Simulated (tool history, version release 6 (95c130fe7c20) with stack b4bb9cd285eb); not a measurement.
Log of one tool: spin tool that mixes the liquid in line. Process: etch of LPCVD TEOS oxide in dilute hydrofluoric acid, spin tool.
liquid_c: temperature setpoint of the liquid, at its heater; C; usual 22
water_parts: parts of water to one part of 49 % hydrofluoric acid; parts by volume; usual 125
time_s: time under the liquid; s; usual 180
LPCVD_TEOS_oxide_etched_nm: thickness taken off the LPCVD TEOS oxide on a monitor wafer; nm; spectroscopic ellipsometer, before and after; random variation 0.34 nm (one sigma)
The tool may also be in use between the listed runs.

run     day  liquid_c  water_parts  time_s  wafers since the last listed run  hours since the thermometer was replaced  hours since the hydrofluoric acid flow meter was replaced  hours since the gauge calibration  read-back film thickness of the LPCVD TEOS oxide reference wafer, read on the same gauge (nm)  LPCVD_TEOS_oxide_etched_nm
  1       0      23.5          125     180                                 0                                     555.5                                                      350.6                              411.9                                                                                            120                       42.37
  2   1.217        22          125     180                               125                                     584.7                                                      379.8                              441.1                                                                                         119.99                       39.28
  3   2.683        22          125     180                               151                                     619.9                                                        415                              476.3                                                                                         119.99                       40.13
  4   3.683        25          125     180                               103                                     643.9                                                        439                              500.3                                                                                         119.97                        44.6
  5   4.783        25          125     180                               113                                     670.3                                                      465.4                              526.7                                                                                         120.05                          46
  6   5.342        25          125     180                                57                                     683.7                                                      478.8                              540.1                                                                                         119.99                       45.25
  7   6.004        22          125      95                                68                                     699.6                                                      494.7                                556                                                                                         120.03                        21.3
  8   7.242        22          125     180                               127                                     729.3                                                      524.4                              585.7                                                                                         120.01                       40.66
  9   7.754        22          125     180                                52                                     741.6                                                      536.7                                598                                                                                         119.98                       40.43
 10   8.696        22          125     180                                97                                     764.2                                                      559.3                              620.6                                                                                         120.01                       40.25
 11  10.033        22          125     180                               138                                     796.3                                                      591.4                              652.7                                                                                            120                       40.78
 12  11.175        22          125     180                               118                                     823.7                                                      618.8                              680.1                                                                                         119.98                       40.58
 13  12.367        22          170     225                               123                                     852.3                                                      647.4                              708.7                                                                                         119.97                       35.59
 14  13.458        22          170     225                               112                                     878.5                                                      673.6                              734.9                                                                                         119.99                       35.21
 15  14.888        22          170     225                               147                                     912.8                                                      707.9                              769.2                                                                                         120.01                          36
 16  15.612        22          125     180                                74                                     930.2                                                      725.3                              786.6                                                                                         119.98                        40.9
     17.054  -- thermometer replaced
 17  17.075        22          125     180                               146                                       0.5                                                      760.4                              821.7                                                                                            120                       38.81
 18  17.762        24          125     180                                71                                        17                                                      776.9                              838.2                                                                                         120.03                       41.74
 19  20.383        22          125     240                               271                                      79.9                                                      839.8                              901.1                                                                                         119.97                       51.67
     20.842  -- hydrofluoric acid flow meter replaced
     22.162  -- gauge calibrated
 20  23.338        22          125     180                               301                                     150.8                                                       59.9                               28.2                                                                                         119.95                       38.98
 21  23.933        18          125      75                                61                                     165.1                                                       74.2                               42.5                                                                                         119.99                       13.84
 22  24.867      19.5           65     210                                96                                     187.5                                                       96.6                               64.9                                                                                         120.02                          85
 23  26.167        22          125     180                               134                                     218.7                                                      127.8                               96.1                                                                                         119.98                       39.54
 24  26.696        26          105     285                                54                                     231.4                                                      140.5                              108.8                                                                                         120.03                       89.14
 25  27.383        22          175     215                                71                                     247.9                                                        157                              125.3                                                                                         119.97                       31.91
 26   28.25        22          125     180                                89                                     268.7                                                      177.8                              146.1                                                                                         119.97                       39.24
 27  29.329        22          125      85                               111                                     294.6                                                      203.7                                172                                                                                         119.99                       18.84
 28  30.446        19          165     180                               115                                     321.4                                                      230.5                              198.8                                                                                         119.97                       25.98
 29  31.929        22          125     145                               153                                       357                                                      266.1                              234.4                                                                                         119.99                       31.71
 30  32.483      24.5           65     280                                57                                     370.3                                                      279.4                              247.7                                                                                         119.96                      141.15
 31  33.562        17          145     180                               111                                     396.2                                                      305.3                              273.6                                                                                         119.99                       28.11
 32  34.121        22          125     180                                57                                     409.6                                                      318.7                                287                                                                                            120                        40.5
 33  34.775        22          145     290                                67                                     425.3                                                      334.4                              302.7                                                                                         120.01                       53.22

Some steps in LPCVD_TEOS_oxide_etched_nm between neighbouring runs. How much of each would the tool show without its hidden state too (settings, what came in, random variation), and how much is left for the hidden state, with any gauge scatter that isn't in both results?
The hidden state here: liquid hotter than its thermometer reads (K); hydrofluoric acid flow above the setpoint (%); gauge reads high (%).
Run 21 -> 22: liquid_c 18 -> 19.5, water_parts 125 -> 65, time_s 75 -> 210. LPCVD_TEOS_oxide_etched_nm +71.16 nm: hidden state +2.56, all else +68.6.
Run 29 -> 30: liquid_c 22 -> 24.5, water_parts 125 -> 65, time_s 145 -> 280. LPCVD_TEOS_oxide_etched_nm +109.44 nm: hidden state +5.39, all else +104.05.
Run 30 -> 31: liquid_c 24.5 -> 17, water_parts 65 -> 145, time_s 280 -> 180. LPCVD_TEOS_oxide_etched_nm -113.04 nm: hidden state -5.43, all else -107.61.

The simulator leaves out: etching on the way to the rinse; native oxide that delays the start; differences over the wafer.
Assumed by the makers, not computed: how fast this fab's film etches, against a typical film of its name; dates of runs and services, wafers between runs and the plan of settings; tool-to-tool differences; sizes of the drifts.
